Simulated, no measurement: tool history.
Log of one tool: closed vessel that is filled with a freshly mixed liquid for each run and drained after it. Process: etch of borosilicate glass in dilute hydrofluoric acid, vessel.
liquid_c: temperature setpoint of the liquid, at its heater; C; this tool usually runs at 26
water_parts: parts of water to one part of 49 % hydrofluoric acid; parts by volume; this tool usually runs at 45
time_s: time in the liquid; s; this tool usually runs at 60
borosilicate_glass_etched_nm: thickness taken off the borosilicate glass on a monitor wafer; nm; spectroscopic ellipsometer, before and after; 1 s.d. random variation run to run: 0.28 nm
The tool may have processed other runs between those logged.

run	day	liquid_c	water_parts	time_s	wafers since the last listed run	hours since the thermometer was replaced	hours since the hydrofluoric acid flow meter was replaced	hours since the gauge calibration	read-back film thickness of the borosilicate glass reference wafer, read on the same gauge (nm)	borosilicate_glass_etched_nm
1	0	26	45	60	0	1705.1	1566.7	590.4	100.01	35.71
2	0.792	26	45	60	1953	1724.1	1585.7	609.4	100.02	35.7
3	2.104	23	35	60	3239	1755.6	1617.2	640.9	99.99	41.52
4	3.121	26	45	35	2509	1780	1641.6	665.3	99.96	20.99
5	4.492	26	45	35	3383	1812.9	1674.5	698.2	100	21.1
6	5.683	29.5	45	60	2940	1841.5	1703.1	726.8	100	41.23
7	6.996	29.5	45	60	3239	1873	1734.6	758.3	99.98	41.42
8	7.604	27	45	60	1501	1887.6	1749.2	772.9	100.01	37.59
9	8.383	27.5	45	85	1922	1906.3	1767.9	791.6	99.99	54.78
10	9.2	26	45	60	2015	1925.9	1787.5	811.2	100.03	35.53
# day 9.554: thermometer replaced
11	10.462	26	45	60	3012	21.8	1817.8	841.5	100	31.98
# day 11.158: gauge calibrated
12	11.296	26	45	60	2056	41.8	1837.8	3.3	100.04	33.07
13	12.388	26	45	40	2694	68	1864	29.5	100.01	21.5
14	13.367	26	45	40	2416	91.5	1887.5	53	100.01	21.66
15	14.629	26	45	60	3115	121.8	1917.8	83.3	99.98	32.35
16	15.708	21	45	60	2663	147.7	1943.7	109.2	99.99	26.31
17	16.442	26	40	60	1809	165.3	1961.3	126.8	100.01	36.6
# day 16.938: hydrofluoric acid flow meter replaced
18	17.325	26	45	40	2077	186.5	9.3	148	100.02	24.06
19	18.75	29	60	35	3516	220.7	43.5	182.2	100.03	17.28
20	19.7	26	60	60	2344	243.5	66.3	205	99.99	26.37
21	20.708	27.5	30	80	2488	267.7	90.5	229.2	100.02	78.26
22	21.6	21	45	90	2200	289.1	111.9	250.6	99.98	43.58
23	24.425	26	45	60	6971	356.9	179.7	318.4	100.01	35.91
24	25.521	26	45	40	2704	383.2	206	344.7	100.03	24.45
25	26.525	29.5	45	80	2478	407.3	230.1	368.8	99.98	55.15
26	27.488	21.5	65	75	2375	430.4	253.2	391.9	99.99	25.3
27	28.388	26	60	85	2221	452	274.8	413.5	100	36.79
28	29.004	26	55	80	1521	466.8	289.6	428.3	99.98	38.15
29	29.812	22.5	45	40	1994	486.2	309	447.7	100.02	21.04

Branching from run 29: 4 alternative next runs. What would each branch give?
A	29.842	26	45	60	71	486.9	309.7	448.4	?	?
B	29.842	23.5	30	45	71	486.9	309.7	448.4	?	?
C	29.842	26	35	60	71	486.9	309.7	448.4	?	?
D	29.842	29	30	95	71	486.9	309.7	448.4	?	?

run	read-back film thickness of the borosilicate glass reference wafer, read on the same gauge (nm)	borosilicate_glass_etched_nm
A	99.99	35.34
B	99.99	36.67
C	99.99	46.13
D	99.99	96.94
With the hidden condition removed and each run's random variation left untouched, the same runs would have given:
run	borosilicate_glass_etched_nm
A	36.16
B	37.44
C	47.15
D	99.13
